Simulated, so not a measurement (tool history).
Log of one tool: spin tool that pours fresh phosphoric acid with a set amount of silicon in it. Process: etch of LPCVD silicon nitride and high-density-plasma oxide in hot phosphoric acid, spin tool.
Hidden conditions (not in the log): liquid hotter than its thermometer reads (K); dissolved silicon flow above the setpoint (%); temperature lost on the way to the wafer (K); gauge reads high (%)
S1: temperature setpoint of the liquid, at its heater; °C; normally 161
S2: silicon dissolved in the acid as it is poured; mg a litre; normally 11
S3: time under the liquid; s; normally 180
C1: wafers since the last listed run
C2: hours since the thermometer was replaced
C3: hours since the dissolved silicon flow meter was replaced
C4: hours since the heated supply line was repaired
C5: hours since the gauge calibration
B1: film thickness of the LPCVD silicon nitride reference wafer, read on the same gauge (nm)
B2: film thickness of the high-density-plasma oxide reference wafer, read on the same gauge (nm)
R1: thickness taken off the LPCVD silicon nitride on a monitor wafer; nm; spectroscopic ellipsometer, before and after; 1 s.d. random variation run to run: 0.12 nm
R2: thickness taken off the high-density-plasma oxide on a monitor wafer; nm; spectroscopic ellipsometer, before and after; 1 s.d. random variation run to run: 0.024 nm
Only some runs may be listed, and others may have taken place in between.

run	hour	S1	S2	S3	C1	C2	C3	C4	C5	B1	B2	R1	R2
1	0	161	7.5	180	0	1937.8	2437.4	974.3	424.3	30	70.023	17.64	0.646
2	34.3	161	13	180	155	1972.1	2471.7	1008.6	458.6	30	70	17.61	0.517
3	105.9	161	13	180	323	2043.7	2543.3	1080.2	530.2	29.99	69.992	17.76	0.579
4	130.4	161	11	180	110	2068.2	2567.8	1104.7	554.7	30.01	69.977	17.6	0.607
5	193.7	161	11	180	286	2131.5	2631.1	1168	618	30.01	70.035	17.58	0.616
6	245	161	11	180	232	2182.8	2682.4	1219.3	669.3	30.01	69.97	17.81	0.63
7	303.6	161	11	180	265	2241.4	2741	1277.9	727.9	30	70.015	17.58	0.517
# hour 366.9: dissolved silicon flow meter replaced
8	372.8	161	11	180	308	2310.6	5.9	1347.1	797.1	30.01	69.941	17.78	0.576
9	444	163.5	4	70	322	2381.8	77.1	1418.3	868.3	30.01	70.028	7.48	0.312
10	475.3	161	14.5	140	141	2413.1	108.4	1449.6	899.6	30	70.035	13.85	0.433
# hour 485.7: heated supply line repaired
# hour 521.2: thermometer replaced
11	525.3	161	11	180	217	4.1	158.4	39.6	949.6	30.01	70.005	16.85	0.467
12	584.7	160	11	245	268	63.5	217.8	99	1009	29.99	70.015	22.59	0.65
# hour 619.8: gauge calibrated
13	638.2	160	11	245	242	117	271.3	152.5	18.4	30	69.995	22.32	0.726
14	666.8	161	11	180	129	145.6	299.9	181.1	47	30	69.979	16.91	0.476
15	724.3	164	14.5	145	260	203.1	357.4	238.6	104.5	29.99	70.022	14.86	0.491
16	791	161	5	270	301	269.8	424.1	305.3	171.2	30.01	69.95	25.56	0.841
17	819.2	163	7	280	127	298	452.3	333.5	199.4	29.99	70.022	28.74	1.061
18	843.7	161	11	265	110	322.5	476.8	358	223.9	30	70.001	24.91	0.798
19	909.3	161	11	150	296	388.1	542.4	423.6	289.5	30.01	70	14.24	0.467
20	966.9	159	11	180	260	445.7	600	481.2	347.1	29.99	69.987	15.82	0.458

Take each entry between the runs: how does the hidden state at the last listed run before it differ from the hidden state at the first listed run after it?
Runs 7 to 8: dissolved silicon flow meter replaced (hour 366.9)
  liquid hotter than its thermometer reads (K): 2.1 -> 2.16; temperature lost on the way to the wafer (K): 0.953 -> 1
  difference, measured minus the result without the unlogged condition, R1: +0.66 -> +0.67 nm; R2: +0.042 -> +0.048 nm
Runs 10 to 11: heated supply line repaired (hour 485.7); thermometer replaced (hour 521.2)
  liquid hotter than its thermometer reads (K): 2.25 -> 0.00508; temperature lost on the way to the wafer (K): 1.08 -> 0.163
  difference, measured minus the result without the unlogged condition, R1: +0.53 -> -0.09 nm; R2: +0.036 -> -0.006 nm
Runs 12 to 13: gauge calibrated (hour 619.8)
  liquid hotter than its thermometer reads (K): 0.058 -> 0.106; temperature lost on the way to the wafer (K): 0.207 -> 0.246
  difference, measured minus the result without the unlogged condition, R1: -0.11 -> -0.11 nm; R2: -0.007 -> -0.008 nm
